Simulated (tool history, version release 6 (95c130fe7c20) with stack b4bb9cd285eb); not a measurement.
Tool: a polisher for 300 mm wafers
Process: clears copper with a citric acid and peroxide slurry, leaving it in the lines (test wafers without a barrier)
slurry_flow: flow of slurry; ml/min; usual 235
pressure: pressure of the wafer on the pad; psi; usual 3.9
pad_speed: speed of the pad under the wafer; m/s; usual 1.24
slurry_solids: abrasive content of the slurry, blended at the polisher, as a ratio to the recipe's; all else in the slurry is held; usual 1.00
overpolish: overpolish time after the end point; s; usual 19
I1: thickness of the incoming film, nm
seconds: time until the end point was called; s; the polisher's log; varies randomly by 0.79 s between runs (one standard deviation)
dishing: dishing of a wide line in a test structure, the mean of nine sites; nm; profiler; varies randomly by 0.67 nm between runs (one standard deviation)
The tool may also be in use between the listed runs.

{"run": 1, "hour": 0.0, "slurry_flow": 235, "pressure": 3.9, "pad_speed": 1.24, "slurry_solids": 1.0, "overpolish": 19, "I1": 322.1, "seconds": 88.1, "dishing": 29.7}
{"hour": 42.3, "done": "slurry blender recalibrated"}
{"run": 2, "hour": 54.1, "slurry_flow": 235, "pressure": 3.9, "pad_speed": 1.24, "slurry_solids": 1.0, "overpolish": 19, "I1": 316.5, "seconds": 80.7, "dishing": 31.8}
{"hour": 65.2, "done": "slurry nozzle cleaned"}
{"run": 3, "hour": 84.6, "slurry_flow": 235, "pressure": 3.9, "pad_speed": 1.24, "slurry_solids": 1.0, "overpolish": 19, "I1": 315.9, "seconds": 80.8, "dishing": 30.3}
{"hour": 90.5, "done": "worn pad replaced by a new one"}
{"run": 4, "hour": 122.5, "slurry_flow": 235, "pressure": 3.9, "pad_speed": 1.24, "slurry_solids": 1.0, "overpolish": 19, "I1": 319.8, "seconds": 81.5, "dishing": 30.9}
{"run": 5, "hour": 148.6, "slurry_flow": 235, "pressure": 3.9, "pad_speed": 1.24, "slurry_solids": 1.0, "overpolish": 19, "I1": 315.0, "seconds": 81.2, "dishing": 31.8}
{"run": 6, "hour": 219.3, "slurry_flow": 235, "pressure": 3.9, "pad_speed": 1.24, "slurry_solids": 1.0, "overpolish": 19, "I1": 314.2, "seconds": 79.1, "dishing": 29.9}
{"run": 7, "hour": 250.1, "slurry_flow": 195, "pressure": 3.9, "pad_speed": 1.24, "slurry_solids": 1.0, "overpolish": 19, "I1": 317.2, "seconds": 83.2, "dishing": 31.0}
{"hour": 280.8, "done": "slurry nozzle cleaned"}
{"hour": 287.2, "done": "worn pad replaced by a new one"}
{"run": 8, "hour": 322.1, "slurry_flow": 195, "pressure": 3.9, "pad_speed": 1.24, "slurry_solids": 1.0, "overpolish": 19, "I1": 317.1, "seconds": 84.4, "dishing": 30.4}
{"run": 9, "hour": 374.3, "slurry_flow": 195, "pressure": 3.9, "pad_speed": 1.24, "slurry_solids": 1.0, "overpolish": 19, "I1": 313.8, "seconds": 83.1, "dishing": 29.7}
{"hour": 397.5, "done": "head pressure recalibrated"}
{"run": 10, "hour": 402.5, "slurry_flow": 235, "pressure": 3.9, "pad_speed": 1.24, "slurry_solids": 1.0, "overpolish": 19, "I1": 311.5, "seconds": 83.3, "dishing": 30.9}
{"run": 11, "hour": 463.7, "slurry_flow": 235, "pressure": 3.9, "pad_speed": 1.24, "slurry_solids": 1.0, "overpolish": 19, "I1": 308.2, "seconds": 83.3, "dishing": 29.7}
{"hour": 494.0, "done": "worn pad replaced by a new one"}
{"hour": 494.1, "done": "slurry nozzle cleaned"}
{"run": 12, "hour": 494.5, "slurry_flow": 235, "pressure": 3.9, "pad_speed": 1.54, "slurry_solids": 1.0, "overpolish": 19, "I1": 314.3, "seconds": 75.4, "dishing": 30.5}
{"hour": 524.2, "done": "slurry blender recalibrated"}
{"run": 13, "hour": 537.7, "slurry_flow": 235, "pressure": 3.9, "pad_speed": 1.24, "slurry_solids": 1.3, "overpolish": 14, "I1": 315.6, "seconds": 76.3, "dishing": 27.3}
{"run": 14, "hour": 598.4, "slurry_flow": 160, "pressure": 3.9, "pad_speed": 0.84, "slurry_solids": 0.9, "overpolish": 19, "I1": 308.5, "seconds": 104.8, "dishing": 25.2}
{"run": 15, "hour": 623.2, "slurry_flow": 235, "pressure": 3.9, "pad_speed": 1.38, "slurry_solids": 1.0, "overpolish": 19, "I1": 317.7, "seconds": 76.8, "dishing": 32.2}
{"hour": 653.2, "done": "worn pad replaced by a new one"}
{"run": 16, "hour": 654.9, "slurry_flow": 235, "pressure": 3.9, "pad_speed": 0.98, "slurry_solids": 1.0, "overpolish": 19, "I1": 317.1, "seconds": 93.5, "dishing": 28.5}
{"hour": 716.2, "done": "slurry nozzle cleaned"}
{"run": 17, "hour": 725.5, "slurry_flow": 310, "pressure": 4.7, "pad_speed": 1.24, "slurry_solids": 0.85, "overpolish": 19, "I1": 314.3, "seconds": 68.5, "dishing": 33.6}
{"run": 18, "hour": 759.9, "slurry_flow": 235, "pressure": 3.9, "pad_speed": 1.24, "slurry_solids": 1.0, "overpolish": 11, "I1": 313.3, "seconds": 82.2, "dishing": 23.2}
{"run": 19, "hour": 794.6, "slurry_flow": 265, "pressure": 3.9, "pad_speed": 1.24, "slurry_solids": 1.0, "overpolish": 19, "I1": 315.6, "seconds": 83.2, "dishing": 30.4}
{"hour": 829.3, "done": "worn pad replaced by a new one"}
{"run": 20, "hour": 835.8, "slurry_flow": 235, "pressure": 3.9, "pad_speed": 1.24, "slurry_solids": 1.0, "overpolish": 14, "I1": 316.8, "seconds": 83.3, "dishing": 25.6}
{"run": 21, "hour": 860.6, "slurry_flow": 265, "pressure": 3.9, "pad_speed": 1.24, "slurry_solids": 1.0, "overpolish": 19, "I1": 315.0, "seconds": 84.9, "dishing": 30.3}
{"run": 22, "hour": 885.1, "slurry_flow": 235, "pressure": 3.9, "pad_speed": 1.24, "slurry_solids": 1.0, "overpolish": 11, "I1": 317.7, "seconds": 85.4, "dishing": 22.2}
{"run": 23, "hour": 927.9, "slurry_flow": 235, "pressure": 3.9, "pad_speed": 1.24, "slurry_solids": 1.1, "overpolish": 12, "I1": 308.3, "seconds": 82.7, "dishing": 23.8}

Forecast each of these 5 alternatives for the next run:
{"run": "A", "hour": 928.3, "slurry_flow": 300, "pressure": 3.9, "pad_speed": 1.24, "slurry_solids": 1.0, "overpolish": 19, "I1": 316.7, "seconds": "?", "dishing": "?"}
{"run": "B", "hour": 928.3, "slurry_flow": 235, "pressure": 3.9, "pad_speed": 1.66, "slurry_solids": 0.9, "overpolish": 19, "I1": 316.7, "seconds": "?", "dishing": "?"}
{"run": "C", "hour": 928.3, "slurry_flow": 235, "pressure": 2.5, "pad_speed": 1.24, "slurry_solids": 1.0, "overpolish": 19, "I1": 316.7, "seconds": "?", "dishing": "?"}
{"run": "D", "hour": 928.3, "slurry_flow": 235, "pressure": 3.0, "pad_speed": 1.24, "slurry_solids": 1.1, "overpolish": 19, "I1": 316.7, "seconds": "?", "dishing": "?"}
{"run": "E", "hour": 928.3, "slurry_flow": 235, "pressure": 4.8, "pad_speed": 1.24, "slurry_solids": 1.0, "overpolish": 19, "I1": 316.7, "seconds": "?", "dishing": "?"}

run=A seconds=83.5 dishing=30.9
run=B seconds=72.0 dishing=32.8
run=C seconds=132.4 dishing=23.7
run=D seconds=108.5 dishing=26.8
run=E seconds=69.7 dishing=33.7
The same runs, with their run-to-run variation unchanged, on a tool lacking any hidden condition would have given:
run=A seconds=77.1 dishing=32.0
run=B seconds=66.6 dishing=33.8
run=C seconds=122.3 dishing=24.8
run=D seconds=100.2 dishing=27.9
run=E seconds=64.4 dishing=34.7

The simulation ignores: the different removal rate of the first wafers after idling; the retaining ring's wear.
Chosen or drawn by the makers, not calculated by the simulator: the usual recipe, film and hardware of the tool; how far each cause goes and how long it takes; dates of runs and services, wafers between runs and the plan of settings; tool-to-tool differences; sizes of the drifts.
